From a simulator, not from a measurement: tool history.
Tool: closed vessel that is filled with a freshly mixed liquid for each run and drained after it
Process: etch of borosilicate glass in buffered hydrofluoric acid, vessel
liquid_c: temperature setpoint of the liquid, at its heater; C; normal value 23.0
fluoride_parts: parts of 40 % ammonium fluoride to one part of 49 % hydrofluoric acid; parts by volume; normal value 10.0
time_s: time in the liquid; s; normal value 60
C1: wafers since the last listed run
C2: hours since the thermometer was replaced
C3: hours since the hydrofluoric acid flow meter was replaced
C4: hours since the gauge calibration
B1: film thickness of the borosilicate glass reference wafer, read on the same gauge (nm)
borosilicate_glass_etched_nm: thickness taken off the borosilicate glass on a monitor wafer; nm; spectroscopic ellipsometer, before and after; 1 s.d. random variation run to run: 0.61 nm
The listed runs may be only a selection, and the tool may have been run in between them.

{"run": 1, "day": 0.0, "liquid_c": 20.5, "fluoride_parts": 7.0, "time_s": 60, "C1": 0, "C2": 372.4, "C3": 379.3, "C4": 169.8, "B1": 59.99, "borosilicate_glass_etched_nm": 88.99}
{"run": 2, "day": 1.062, "liquid_c": 20.5, "fluoride_parts": 7.0, "time_s": 60, "C1": 3832, "C2": 397.9, "C3": 404.8, "C4": 195.3, "B1": 59.99, "borosilicate_glass_etched_nm": 89.33}
{"run": 3, "day": 2.554, "liquid_c": 23.0, "fluoride_parts": 10.0, "time_s": 60, "C1": 5380, "C2": 433.7, "C3": 440.6, "C4": 231.1, "B1": 59.99, "borosilicate_glass_etched_nm": 72.85}
{"run": 4, "day": 3.054, "liquid_c": 23.0, "fluoride_parts": 10.0, "time_s": 60, "C1": 1803, "C2": 445.7, "C3": 452.6, "C4": 243.1, "B1": 60.02, "borosilicate_glass_etched_nm": 74.56}
{"run": 5, "day": 3.738, "liquid_c": 23.0, "fluoride_parts": 10.0, "time_s": 60, "C1": 2464, "C2": 462.1, "C3": 469.0, "C4": 259.5, "B1": 59.98, "borosilicate_glass_etched_nm": 72.85}
{"run": 6, "day": 5.046, "liquid_c": 23.0, "fluoride_parts": 10.0, "time_s": 60, "C1": 4719, "C2": 493.5, "C3": 500.4, "C4": 290.9, "B1": 60.0, "borosilicate_glass_etched_nm": 72.72}
{"run": 7, "day": 6.242, "liquid_c": 23.0, "fluoride_parts": 10.0, "time_s": 60, "C1": 4313, "C2": 522.2, "C3": 529.1, "C4": 319.6, "B1": 60.0, "borosilicate_glass_etched_nm": 74.1}
{"run": 8, "day": 7.354, "liquid_c": 23.0, "fluoride_parts": 10.0, "time_s": 60, "C1": 4012, "C2": 548.9, "C3": 555.8, "C4": 346.3, "B1": 60.02, "borosilicate_glass_etched_nm": 73.39}
{"run": 9, "day": 8.496, "liquid_c": 23.0, "fluoride_parts": 10.0, "time_s": 75, "C1": 4118, "C2": 576.3, "C3": 583.2, "C4": 373.7, "B1": 59.96, "borosilicate_glass_etched_nm": 91.28}
{"run": 10, "day": 9.4, "liquid_c": 23.0, "fluoride_parts": 10.0, "time_s": 75, "C1": 3261, "C2": 598.0, "C3": 604.9, "C4": 395.4, "B1": 59.97, "borosilicate_glass_etched_nm": 91.55}
{"run": 11, "day": 10.158, "liquid_c": 23.0, "fluoride_parts": 10.0, "time_s": 60, "C1": 2735, "C2": 616.2, "C3": 623.1, "C4": 413.6, "B1": 60.02, "borosilicate_glass_etched_nm": 74.66}
{"run": 12, "day": 11.096, "liquid_c": 26.0, "fluoride_parts": 7.5, "time_s": 60, "C1": 3381, "C2": 638.7, "C3": 645.6, "C4": 436.1, "B1": 59.95, "borosilicate_glass_etched_nm": 115.23}
{"run": 13, "day": 12.971, "liquid_c": 26.0, "fluoride_parts": 7.5, "time_s": 60, "C1": 6763, "C2": 683.7, "C3": 690.6, "C4": 481.1, "B1": 59.98, "borosilicate_glass_etched_nm": 116.58}
{"run": 14, "day": 14.429, "liquid_c": 26.0, "fluoride_parts": 7.5, "time_s": 60, "C1": 5260, "C2": 718.7, "C3": 725.6, "C4": 516.1, "B1": 59.97, "borosilicate_glass_etched_nm": 115.78}
{"run": 15, "day": 15.75, "liquid_c": 20.0, "fluoride_parts": 13.5, "time_s": 40, "C1": 4764, "C2": 750.4, "C3": 757.3, "C4": 547.8, "B1": 60.02, "borosilicate_glass_etched_nm": 31.93}
{"run": 16, "day": 16.558, "liquid_c": 18.0, "fluoride_parts": 10.0, "time_s": 60, "C1": 2915, "C2": 769.8, "C3": 776.7, "C4": 567.2, "B1": 59.97, "borosilicate_glass_etched_nm": 57.79}
{"run": 17, "day": 17.842, "liquid_c": 27.5, "fluoride_parts": 7.5, "time_s": 60, "C1": 4629, "C2": 800.6, "C3": 807.5, "C4": 598.0, "B1": 59.99, "borosilicate_glass_etched_nm": 128.32}
{"run": 18, "day": 18.404, "liquid_c": 20.0, "fluoride_parts": 8.5, "time_s": 95, "C1": 2029, "C2": 814.1, "C3": 821.0, "C4": 611.5, "B1": 60.04, "borosilicate_glass_etched_nm": 116.54}
{"run": 19, "day": 19.683, "liquid_c": 25.5, "fluoride_parts": 14.0, "time_s": 60, "C1": 4614, "C2": 844.8, "C3": 851.7, "C4": 642.2, "B1": 59.98, "borosilicate_glass_etched_nm": 63.12}
{"day": 20.042, "done": "thermometer replaced"}
{"day": 20.446, "done": "hydrofluoric acid flow meter replaced"}
{"run": 20, "day": 20.667, "liquid_c": 19.5, "fluoride_parts": 6.5, "time_s": 90, "C1": 3246, "C2": 15.0, "C3": 5.3, "C4": 665.8, "B1": 60.0, "borosilicate_glass_etched_nm": 130.43}
{"day": 21.833, "done": "gauge calibrated"}
{"run": 21, "day": 22.158, "liquid_c": 23.0, "fluoride_parts": 10.0, "time_s": 75, "C1": 5380, "C2": 50.8, "C3": 41.1, "C4": 7.8, "B1": 59.97, "borosilicate_glass_etched_nm": 88.38}
{"run": 22, "day": 23.658, "liquid_c": 21.0, "fluoride_parts": 13.5, "time_s": 90, "C1": 5410, "C2": 86.8, "C3": 77.1, "C4": 43.8, "B1": 60.0, "borosilicate_glass_etched_nm": 70.56}
{"run": 23, "day": 24.512, "liquid_c": 26.5, "fluoride_parts": 10.0, "time_s": 30, "C1": 3081, "C2": 107.3, "C3": 97.6, "C4": 64.3, "B1": 59.96, "borosilicate_glass_etched_nm": 42.64}
{"run": 24, "day": 25.021, "liquid_c": 23.0, "fluoride_parts": 10.0, "time_s": 90, "C1": 1833, "C2": 119.5, "C3": 109.8, "C4": 76.5, "B1": 60.02, "borosilicate_glass_etched_nm": 106.15}
{"run": 25, "day": 28.929, "liquid_c": 23.0, "fluoride_parts": 10.0, "time_s": 90, "C1": 14098, "C2": 213.3, "C3": 203.6, "C4": 170.3, "B1": 60.05, "borosilicate_glass_etched_nm": 109.41}
{"run": 26, "day": 29.838, "liquid_c": 23.0, "fluoride_parts": 10.0, "time_s": 60, "C1": 3276, "C2": 235.1, "C3": 225.4, "C4": 192.1, "B1": 59.98, "borosilicate_glass_etched_nm": 71.63}
{"run": 27, "day": 31.142, "liquid_c": 26.5, "fluoride_parts": 10.0, "time_s": 30, "C1": 4704, "C2": 266.4, "C3": 256.7, "C4": 223.4, "B1": 60.01, "borosilicate_glass_etched_nm": 42.59}
{"run": 28, "day": 34.929, "liquid_c": 23.0, "fluoride_parts": 10.0, "time_s": 80, "C1": 13662, "C2": 357.3, "C3": 347.6, "C4": 314.3, "B1": 60.0, "borosilicate_glass_etched_nm": 97.86}

List, for all runs, the conditions of the tool that the log does not record:
hydrofluoric acid flow below the setpoint (%): 0, the same for each run
gauge reads high (%): 0, the same for each run
H1: liquid hotter than its thermometer reads (K)
run=1 H1=0.925
run=2 H1=0.988
run=3 H1=1.08
run=4 H1=1.11
run=5 H1=1.15
run=6 H1=1.22
run=7 H1=1.29
run=8 H1=1.36
run=9 H1=1.43
run=10 H1=1.48
run=11 H1=1.52
run=12 H1=1.58
run=13 H1=1.69
run=14 H1=1.78
run=15 H1=1.85
run=16 H1=1.9
run=17 H1=1.98
run=18 H1=2.01
run=19 H1=2.09
run=20 H1=0.308
run=21 H1=0.396
run=22 H1=0.485
run=23 H1=0.535
run=24 H1=0.565
run=25 H1=0.796
run=26 H1=0.85
run=27 H1=0.927
run=28 H1=1.15
